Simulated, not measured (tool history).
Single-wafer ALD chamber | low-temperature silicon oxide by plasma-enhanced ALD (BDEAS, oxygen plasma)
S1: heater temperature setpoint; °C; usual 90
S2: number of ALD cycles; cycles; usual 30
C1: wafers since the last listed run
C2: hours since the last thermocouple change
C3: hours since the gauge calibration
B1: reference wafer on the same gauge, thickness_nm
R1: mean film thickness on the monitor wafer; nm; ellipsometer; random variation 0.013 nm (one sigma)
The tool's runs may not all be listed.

Run 1, hour 0: usual settings but S1 84 °C, S2 27 cycles; C1 0; C2 1064.2; C3 390; B1 4.99. Result: R1 4.304 nm.
Run 2, hour 88.6: usual settings but S1 84 °C, S2 27 cycles; C1 1107; C2 1152.8; C3 478.6; B1 4.991. Result: R1 4.319 nm.
Run 3, hour 146.9: usual settings but S1 84 °C, S2 27 cycles; C1 728; C2 1211.1; C3 536.9; B1 4.986. Result: R1 4.312 nm.
Run 4, hour 207.1: usual settings; C1 752; C2 1271.3; C3 597.1; B1 4.988. Result: R1 4.7 nm.
Run 5, hour 306.8: usual settings; C1 1246; C2 1371; C3 696.8; B1 4.987. Result: R1 4.704 nm.
Run 6, hour 409.2: usual settings; C1 1279; C2 1473.4; C3 799.2; B1 4.992. Result: R1 4.683 nm.
Run 7, hour 466.9: usual settings; C1 721; C2 1531.1; C3 856.9; B1 4.988. Result: R1 4.709 nm.
Run 8, hour 561.6: usual settings but S1 98 °C; C1 1183; C2 1625.8; C3 951.6; B1 4.99. Result: R1 4.551 nm.
Run 9, hour 621.1: usual settings but S1 98 °C; C1 743; C2 1685.3; C3 1011.1; B1 4.989. Result: R1 4.558 nm.
Run 10, hour 726.9: usual settings but S1 98 °C; C1 1322; C2 1791.1; C3 1116.9; B1 4.995. Result: R1 4.567 nm.
At hour 774.8: gauge calibrated.
Run 11, hour 826.9: usual settings but S2 27 cycles; C1 1249; C2 1891.1; C3 52.1; B1 4.987. Result: R1 4.196 nm.
Run 12, hour 906.3: usual settings; C1 992; C2 1970.5; C3 131.5; B1 4.994. Result: R1 4.697 nm.
Run 13, hour 951.6: usual settings; C1 566; C2 2015.8; C3 176.8; B1 4.991. Result: R1 4.686 nm.
Run 14, hour 989.5: usual settings; C1 473; C2 2053.7; C3 214.7; B1 4.989. Result: R1 4.677 nm.
Run 15, hour 1033.7: usual settings; C1 552; C2 2097.9; C3 258.9; B1 4.987. Result: R1 4.684 nm.
Run 16, hour 1110: usual settings; C1 953; C2 2174.2; C3 335.2; B1 4.989. Result: R1 4.661 nm.
Run 17, hour 1158.5: usual settings; C1 606; C2 2222.7; C3 383.7; B1 4.987. Result: R1 4.675 nm.
Run 18, hour 1220.6: usual settings; C1 776; C2 2284.8; C3 445.8; B1 4.995. Result: R1 4.683 nm.
Run 19, hour 1302.1: usual settings but S1 76 °C, S2 35 cycles; C1 1018; C2 2366.3; C3 527.3; B1 4.989. Result: R1 5.686 nm.
Run 20, hour 1400.8: usual settings but S1 76 °C, S2 34 cycles; C1 1233; C2 2465; C3 626; B1 4.989. Result: R1 5.524 nm.
Run 21, hour 1494.5: usual settings but S1 99 °C, S2 28 cycles; C1 1171; C2 2558.7; C3 719.7; B1 4.993. Result: R1 4.235 nm.
At hour 1597.3: thermocouple changed; heater temperature recalibrated.
Run 22, hour 1597.8: usual settings but S1 96 °C, S2 32 cycles; C1 1191; C2 0.5; C3 823; B1 4.986. Result: R1 4.957 nm.
Run 23, hour 1645.4: usual settings but S1 78 °C, S2 28 cycles; C1 594; C2 48.1; C3 870.6; B1 4.99. Result: R1 4.582 nm.
Run 24, hour 1732.3: usual settings but S1 84 °C, S2 32 cycles; C1 1086; C2 135; C3 957.5; B1 4.989. Result: R1 5.142 nm.
Run 25, hour 1771.3: usual settings but S1 105 °C, S2 32 cycles; C1 487; C2 174; C3 996.5; B1 4.993. Result: R1 4.84 nm.
Run 26, hour 1966.6: usual settings but S1 101 °C, S2 36 cycles; C1 2441; C2 369.3; C3 1191.8; B1 4.993. Result: R1 5.491 nm.
Run 27, hour 2074: usual settings but S2 32 cycles; C1 1342; C2 476.7; C3 1299.2; B1 4.99. Result: R1 5.027 nm.

What the log doesn't show, run by run:
gauge reads high (%): 0 in every run
H1: wafer temperature above the value expected at the setpoint (K)
run      H1
  1    1.25
  2    1.44
  3    1.56
  4    1.69
  5     1.9
  6    2.12
  7    2.24
  8    2.44
  9    2.56
 10    2.79
 11       3
 12    3.17
 13    3.27
 14    3.35
 15    3.44
 16     3.6
 17     3.7
 18    3.84
 19    4.01
 20    4.22
 21    4.42
 22   -0.49
 23  -0.389
 24  -0.205
 25  -0.122
 26   0.292
 27    0.52
